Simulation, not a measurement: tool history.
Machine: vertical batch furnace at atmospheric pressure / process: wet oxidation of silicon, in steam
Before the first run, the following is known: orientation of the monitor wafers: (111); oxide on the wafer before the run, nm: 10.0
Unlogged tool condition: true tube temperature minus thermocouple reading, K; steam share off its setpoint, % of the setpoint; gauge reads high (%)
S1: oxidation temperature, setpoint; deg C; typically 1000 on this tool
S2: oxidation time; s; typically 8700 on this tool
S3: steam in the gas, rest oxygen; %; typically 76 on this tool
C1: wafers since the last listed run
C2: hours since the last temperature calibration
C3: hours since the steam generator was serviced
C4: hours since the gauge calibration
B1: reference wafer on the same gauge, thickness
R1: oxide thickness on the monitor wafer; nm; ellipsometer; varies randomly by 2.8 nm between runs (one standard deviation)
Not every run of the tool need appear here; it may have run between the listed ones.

run 1 hour=0 | S1=1013 S2=8700 S3=76 | C1=0 C2=1057.5 C3=3278.8 C4=1030.6 | B1=540.03 | R1=662.34
run 2 hour=91.4 | S1=1008 S2=6240 S3=76 | C1=794 C2=1148.9 C3=3370.2 C4=1122 | B1=539.96 | R1=534.17
run 3 hour=170.2 | S1=1008 S2=6240 S3=76 | C1=685 C2=1227.7 C3=3449 C4=1200.8 | B1=539.74 | R1=534.01
run 4 hour=214.6 | S1=1008 S2=6240 S3=76 | C1=385 C2=1272.1 C3=3493.4 C4=1245.2 | B1=540.02 | R1=528.93
run 5 hour=279.3 | S1=1014 S2=7770 S3=76 | C1=562 C2=1336.8 C3=3558.1 C4=1309.9 | B1=539.59 | R1=620.01
run 6 hour=379.1 | S1=1014 S2=7770 S3=76 | C1=867 C2=1436.6 C3=3657.9 C4=1409.7 | B1=539.93 | R1=622.41
run 7 hour=443.6 | S1=1014 S2=7770 S3=76 | C1=560 C2=1501.1 C3=3722.4 C4=1474.2 | B1=540.42 | R1=619.21
run 8 hour=495.7 | S1=1000 S2=8700 S3=76 | C1=452 C2=1553.2 C3=3774.5 C4=1526.3 | B1=539.59 | R1=622.71
run 9 hour=569.4 | S1=1000 S2=8700 S3=76 | C1=640 C2=1626.9 C3=3848.2 C4=1600 | B1=540.3 | R1=621.4
run 10 hour=667.7 | S1=1000 S2=8700 S3=83 | C1=854 C2=1725.2 C3=3946.5 C4=1698.3 | B1=539.92 | R1=655.45
run 11 hour=710.5 | S1=1000 S2=8700 S3=83 | C1=372 C2=1768 C3=3989.3 C4=1741.1 | B1=540.18 | R1=649.13
run 12 hour=795.3 | S1=1000 S2=8700 S3=83 | C1=737 C2=1852.8 C3=4074.1 C4=1825.9 | B1=540.25 | R1=650.99
run 13 hour=837.2 | S1=1000 S2=11310 S3=79 | C1=364 C2=1894.7 C3=4116 C4=1867.8 | B1=540.37 | R1=739.59
run 14 hour=886.5 | S1=1000 S2=11310 S3=79 | C1=428 C2=1944 C3=4165.3 C4=1917.1 | B1=539.97 | R1=739.04
run 15 hour=932.2 | S1=1000 S2=11310 S3=79 | C1=397 C2=1989.7 C3=4211 C4=1962.8 | B1=539.57 | R1=740.55
run 16 hour=1015.8 | S1=1000 S2=8700 S3=76 | C1=726 C2=2073.3 C3=4294.6 C4=2046.4 | B1=540.11 | R1=621.05
-- hour=1062.7 gauge calibrated
run 17 hour=1089 | S1=989 S2=8700 S3=80 | C1=636 C2=2146.5 C3=4367.8 C4=26.3 | B1=540.51 | R1=606.39
-- hour=1184.5 steam generator serviced
run 18 hour=1193.7 | S1=989 S2=8700 S3=80 | C1=701 C2=2251.2 C3=9.2 C4=131 | B1=539.92 | R1=642.01
run 19 hour=1297.4 | S1=989 S2=8700 S3=80 | C1=901 C2=2354.9 C3=112.9 C4=234.7 | B1=540.15 | R1=637.08
run 20 hour=1342.4 | S1=1019 S2=4680 S3=85 | C1=391 C2=2399.9 C3=157.9 C4=279.7 | B1=540.4 | R1=529.16
run 21 hour=1444.4 | S1=1000 S2=8700 S3=76 | C1=886 C2=2501.9 C3=259.9 C4=381.7 | B1=539.49 | R1=650.05
run 22 hour=1526.5 | S1=978 S2=10230 S3=76 | C1=713 C2=2584 C3=342 C4=463.8 | B1=539.61 | R1=639.6
run 23 hour=1628 | S1=1018 S2=6300 S3=65 | C1=882 C2=2685.5 C3=443.5 C4=565.3 | B1=540.25 | R1=531.91
run 24 hour=1711.1 | S1=1000 S2=8700 S3=76 | C1=722 C2=2768.6 C3=526.6 C4=648.4 | B1=540.37 | R1=647.88
run 25 hour=1801.9 | S1=1000 S2=11730 S3=66 | C1=789 C2=2859.4 C3=617.4 C4=739.2 | B1=539.72 | R1=701.35
run 26 hour=1850 | S1=1000 S2=10530 S3=69 | C1=418 C2=2907.5 C3=665.5 C4=787.3 | B1=539.78 | R1=669.8
run 27 hour=1923.2 | S1=1000 S2=8700 S3=76 | C1=636 C2=2980.7 C3=738.7 C4=860.5 | B1=539.92 | R1=637.23
run 28 hour=1987 | S1=987 S2=6210 S3=82 | C1=554 C2=3044.5 C3=802.5 C4=924.3 | B1=539.65 | R1=516.77
-- hour=2020.9 thermocouples replaced and temperature profile calibrated
run 29 hour=2051 | S1=980 S2=12960 S3=67 | C1=347 C2=30.1 C3=866.5 C4=988.3 | B1=540.21 | R1=675.52
run 30 hour=2117.1 | S1=1000 S2=8700 S3=76 | C1=574 C2=96.2 C3=932.6 C4=1054.4 | B1=539.61 | R1=633.61
run 31 hour=2206.6 | S1=1018 S2=7500 S3=85 | C1=778 C2=185.7 C3=1022.1 C4=1143.9 | B1=540.04 | R1=674.5
run 32 hour=2261 | S1=1000 S2=8700 S3=84 | C1=472 C2=240.1 C3=1076.5 C4=1198.3 | B1=540.71 | R1=672.48
run 33 hour=2327.6 | S1=980 S2=12960 S3=67 | C1=578 C2=306.7 C3=1143.1 C4=1264.9 | B1=540.13 | R1=673.97
run 34 hour=2409.3 | S1=1000 S2=10290 S3=80 | C1=710 C2=388.4 C3=1224.8 C4=1346.6 | B1=539.92 | R1=718.13
run 35 hour=2483.4 | S1=1008 S2=5430 S3=69 | C1=644 C2=462.5 C3=1298.9 C4=1420.7 | B1=540.45 | R1=468.59
run 36 hour=2572.2 | S1=982 S2=12390 S3=71 | C1=771 C2=551.3 C3=1387.7 C4=1509.5 | B1=540.13 | R1=689.88
run 37 hour=2750.4 | S1=977 S2=7470 S3=76 | C1=1549 C2=729.5 C3=1565.9 C4=1687.7 | B1=540.34 | R1=511.45
run 38 hour=2831 | S1=1000 S2=12420 S3=76 | C1=700 C2=810.1 C3=1646.5 C4=1768.3 | B1=539.91 | R1=772.15

Hidden state or all else? Some run-to-run changes of R1, split into what the settings, what came in and random variation would give without the hidden state, and what is left for the hidden state (with any gauge scatter that isn't in both results):
Run 17 -> 18: steam generator serviced. R1 +35.62 nm: hidden state +32.47, all else +3.15.
Run 34 -> 35: S1 1000 -> 1008, S2 10290 -> 5430, S3 80 -> 69. R1 -249.54 nm: hidden state +6.53, all else -256.07.
Run 35 -> 36: S1 1008 -> 982, S2 5430 -> 12390, S3 69 -> 71. R1 +221.29 nm: hidden state -7.91, all else +229.2.
Run 37 -> 38: S1 977 -> 1000, S2 7470 -> 12420. R1 +260.7 nm: hidden state -8.47, all else +269.17.
